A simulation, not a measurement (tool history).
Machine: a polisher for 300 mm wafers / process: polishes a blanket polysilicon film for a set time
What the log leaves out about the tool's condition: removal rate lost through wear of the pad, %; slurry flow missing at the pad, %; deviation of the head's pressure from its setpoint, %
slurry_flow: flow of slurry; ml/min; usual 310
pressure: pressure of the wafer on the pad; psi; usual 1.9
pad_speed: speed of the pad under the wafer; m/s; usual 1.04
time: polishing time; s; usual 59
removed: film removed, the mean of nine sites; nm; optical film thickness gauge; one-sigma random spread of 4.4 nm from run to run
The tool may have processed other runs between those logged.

run   hour  slurry_flow  pressure  pad_speed  time  wafers since the last listed run  wafers polished on this pad  hours since the slurry nozzle was cleaned  hours since the head pressure was calibrated  incoming thickness of the incoming film, nm  removed
  1      0          225       1.9       1.04    59                                 0                          446                                      632.7                                         788.4                                       1180.4    261.3
  2    6.1          225       1.9       1.04    59                                35                          482                                      638.8                                         794.5                                         1176      262
  3   18.7          225       1.9       1.04    59                                73                          556                                      651.4                                         807.1                                       1209.5    261.2
  4   26.1          310       1.9        1.2    74                                43                          599                                      658.8                                         814.5                                       1212.6      391
  5   43.3          310       1.9        1.2    74                               100                          699                                        676                                         831.7                                       1186.2      383
      71.1  -- worn pad replaced by a new one
  6   80.1          310       1.9        1.2    74                               191                           52                                      712.8                                         868.5                                       1209.9    391.4
  7   94.8          310       1.6       1.04    70                                85                          138                                      727.5                                         883.2                                       1172.7    271.7
  8  108.4          310       1.9       1.04    59                                79                          217                                      741.1                                         896.8                                       1188.9    267.6
  9  120.8          310       1.9       1.04    59                                72                          290                                      753.5                                         909.2                                       1196.4    273.1
     127.6  -- slurry nozzle cleaned
 10  128.1          310       1.9       1.04    59                                36                          327                                        0.5                                         916.5                                       1189.4    296.7
 11  136.6          310       1.9       1.04    59                                49                          377                                          9                                           925                                         1167    288.1
 12  144.3          310       1.9       1.04    59                                45                          422                                       16.7                                         932.7                                       1171.7    291.2
 13  150.6          310       1.9       1.04    59                                36                          458                                         23                                           939                                       1214.6    289.2
 14  163.3          310       1.9       1.04    51                                74                          533                                       35.7                                         951.7                                       1211.3      253
 15  176.7          310       1.9       1.04    51                                78                          611                                       49.1                                         965.1                                       1188.8    258.2
 16  187.7          310       1.9       1.04    51                                64                          675                                       60.1                                         976.1                                       1199.5    257.6
 17  199.3          310       1.3       1.04    59                                67                          743                                       71.7                                         987.7                                       1190.2    201.1
     207.3  -- worn pad replaced by a new one
 18  212.7          245       1.4       1.38    46                                54                           31                                       85.1                                        1001.1                                         1183    204.5
 19  224.1          310       1.9       1.04    59                                66                           98                                       96.5                                        1012.5                                       1197.1    299.5
     226.9  -- head pressure recalibrated
 20  237.3          310       2.6       1.04    65                                65                          163                                      109.7                                          10.4                                       1193.9    439.5
 21  247.3          310       1.7       0.82    75                                58                          221                                      119.7                                          20.4                                       1165.4      274
 22  262.5          310       1.9       1.04    59                                88                          310                                      134.9                                          35.6                                       1184.1    290.1
 23  277.4          210       1.9       1.04    51                                87                          397                                      149.8                                          50.5                                       1207.4    239.3
 24  289.4          205       1.7       1.04    40                                70                          468                                      161.8                                          62.5                                       1166.5    170.4
 25  303.5          310       1.9       1.04    59                                82                          550                                      175.9                                          76.6                                       1166.3    286.8
 26  319.3          310       1.6        0.8    59                                92                          642                                      191.7                                          92.4                                       1183.2    203.1
     331.9  -- worn pad replaced by a new one
 27  336.6          310       1.9       0.94    59                                77                           27                                        209                                         109.7                                         1191    270.7
 28  348.1          310       2.3        0.8    59                                67                           94                                      220.5                                         121.2                                       1213.8    285.2
 29  364.8          310       1.4       1.04    59                                97                          192                                      237.2                                         137.9                                       1182.9    221.6
 30  414.2          215       1.9       1.04    41                               288                          480                                      286.6                                         187.3                                         1202    193.7
 31    423          405       1.6       1.04    59                                51                          532                                      295.4                                         196.1                                       1189.4    247.2
 32  439.1          405       1.9       0.88    54                                94                          626                                      311.5                                         212.2                                       1202.3    232.6
 33  452.7          310       1.9       1.04    59                                79                          706                                      325.1                                         225.8                                         1194    293.1
 34  465.2          360       1.9       1.38    59                                73                          779                                      337.6                                         238.3                                       1182.8    358.1
 35  475.6          230       1.6       0.86    68                                60                          839                                        348                                         248.7                                       1213.9    233.2
     488.9  -- worn pad replaced by a new one
 36  490.7          310       1.9       1.38    59                                64                           10                                      363.1                                         263.8                                       1188.5    359.8
 37  499.8          310       2.2       1.28    41                                53                           63                                      372.2                                         272.9                                       1191.9    268.8
 38  511.9          310       1.3        1.4    78                                70                          134                                      384.3                                           285                                       1193.9    327.8

List, for all runs, the conditions of the tool that the log does not record:
removal rate lost through wear of the pad, %: 0 across all the runs
deviation of the head's pressure from its setpoint, %: 0 across all the runs
H1: slurry flow missing at the pad, %
run    H1
  1  38.2
  2  38.6
  3  39.3
  4  39.7
  5  40.7
  6  42.9
  7  43.7
  8  44.5
  9  45.2
 10  2.34
 11  2.84
 12  3.28
 13  3.65
 14  4.39
 15  5.17
 16  5.81
 17  6.49
 18  7.27
 19  7.93
 20   8.7
 21  9.29
 22  10.2
 23    11
 24  11.7
 25  12.6
 26  13.5
 27  14.5
 28  15.2
 29  16.1
 30    19
 31  19.5
 32  20.5
 33  21.3
 34    22
 35  22.6
 36  23.5
 37    24
 38  24.7
